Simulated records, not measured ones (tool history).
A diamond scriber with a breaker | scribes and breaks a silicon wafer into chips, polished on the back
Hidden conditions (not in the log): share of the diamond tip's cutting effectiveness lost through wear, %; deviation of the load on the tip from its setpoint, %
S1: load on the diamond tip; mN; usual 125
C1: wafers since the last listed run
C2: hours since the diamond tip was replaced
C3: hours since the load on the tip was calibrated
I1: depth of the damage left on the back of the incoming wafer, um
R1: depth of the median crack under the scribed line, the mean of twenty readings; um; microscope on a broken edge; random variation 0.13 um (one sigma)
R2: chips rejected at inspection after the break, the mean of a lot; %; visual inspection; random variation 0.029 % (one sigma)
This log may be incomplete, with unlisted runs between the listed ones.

Run 1, hour 0.0: usual settings but S1 134 mN; C1 0; C2 367.9; C3 1355.3; I1 0.03. Result: R1 13.73 um, R2 0.62 %.
Run 2, hour 92.4: usual settings but S1 134 mN; C1 274; C2 460.3; C3 1447.7; I1 0.04. Result: R1 13.33 um, R2 0.69 %.
Run 3, hour 105.1: usual settings; C1 37; C2 473.0; C3 1460.4; I1 0.04. Result: R1 13.09 um, R2 0.55 %.
Run 4, hour 118.5: usual settings; C1 39; C2 486.4; C3 1473.8; I1 0.02. Result: R1 13.02 um, R2 0.49 %.
Run 5, hour 142.2: usual settings; C1 70; C2 510.1; C3 1497.5; I1 0.03. Result: R1 12.99 um, R2 0.53 %.
Run 6, hour 155.6: usual settings; C1 39; C2 523.5; C3 1510.9; I1 0.04. Result: R1 12.71 um, R2 0.51 %.
Run 7, hour 176.7: usual settings; C1 62; C2 544.6; C3 1532.0; I1 0.02. Result: R1 13.05 um, R2 0.54 %.
Run 8, hour 214.0: usual settings; C1 110; C2 581.9; C3 1569.3; I1 0.02. Result: R1 13.02 um, R2 0.48 %.
Run 9, hour 226.6: usual settings; C1 37; C2 594.5; C3 1581.9; I1 0.02. Result: R1 12.95 um, R2 0.52 %.
At hour 238.5: load on the tip recalibrated.
Run 10, hour 245.9: usual settings; C1 51; C2 613.8; C3 7.4; I1 0.05. Result: R1 13.31 um, R2 0.52 %.
Run 11, hour 272.0: usual settings; C1 77; C2 639.9; C3 33.5; I1 0.02. Result: R1 12.97 um, R2 0.50 %.
Run 12, hour 306.9: usual settings; C1 103; C2 674.8; C3 68.4; I1 0.02. Result: R1 13.11 um, R2 0.53 %.
Run 13, hour 341.1: usual settings but S1 147 mN; C1 101; C2 709.0; C3 102.6; I1 0.04. Result: R1 14.05 um, R2 1.25 %.
Run 14, hour 373.5: usual settings but S1 147 mN; C1 96; C2 741.4; C3 135.0; I1 0.02. Result: R1 14.20 um, R2 1.30 %.
Run 15, hour 391.4: usual settings; C1 53; C2 759.3; C3 152.9; I1 0.05. Result: R1 13.34 um, R2 0.53 %.
Run 16, hour 406.7: usual settings but S1 104 mN; C1 45; C2 774.6; C3 168.2; I1 0.01. Result: R1 11.86 um, R2 1.38 %.
At hour 477.2: diamond tip replaced by a new one.
Run 17, hour 511.2: usual settings but S1 96 mN; C1 304; C2 34.0; C3 272.7; I1 0.02. Result: R1 11.53 um, R2 2.54 %.
Run 18, hour 532.2: usual settings; C1 62; C2 55.0; C3 293.7; I1 0.04. Result: R1 13.23 um, R2 0.49 %.
Run 19, hour 566.3: usual settings but S1 92 mN; C1 101; C2 89.1; C3 327.8; I1 0.05. Result: R1 11.25 um, R2 2.83 %.
Run 20, hour 586.0: usual settings but S1 111 mN; C1 58; C2 108.8; C3 347.5; I1 0.03. Result: R1 12.36 um, R2 0.93 %.
Run 21, hour 598.5: usual settings but S1 99 mN; C1 37; C2 121.3; C3 360.0; I1 0.02. Result: R1 11.64 um, R2 1.70 %.
Run 22, hour 620.2: usual settings but S1 148 mN; C1 64; C2 143.0; C3 381.7; I1 0.03. Result: R1 14.31 um, R2 1.22 %.
Run 23, hour 643.3: usual settings; C1 68; C2 166.1; C3 404.8; I1 0.04. Result: R1 13.30 um, R2 0.53 %.
Run 24, hour 658.3: usual settings; C1 44; C2 181.1; C3 419.8; I1 0.04. Result: R1 13.22 um, R2 0.47 %.
Run 25, hour 680.7: usual settings; C1 66; C2 203.5; C3 442.2; I1 0.04. Result: R1 12.80 um, R2 0.49 %.
Run 26, hour 705.1: usual settings but S1 146 mN; C1 72; C2 227.9; C3 466.6; I1 0.02. Result: R1 14.25 um, R2 1.22 %.
Run 27, hour 723.2: usual settings but S1 135 mN; C1 53; C2 246.0; C3 484.7; I1 0.02. Result: R1 13.63 um, R2 0.72 %.

For run 28, what comes out?
Run 28, hour 741.3: usual settings but S1 98 mN; C1 53; C2 264.1; C3 502.8; I1 0.04. Result: R1 ?, R2 ?.

{"run 28": {"R1": 11.46, "R2": 2.33}}
Had the tool carried no hidden state, the very same run would have given R1 11.46 um, R2 2.33 %.
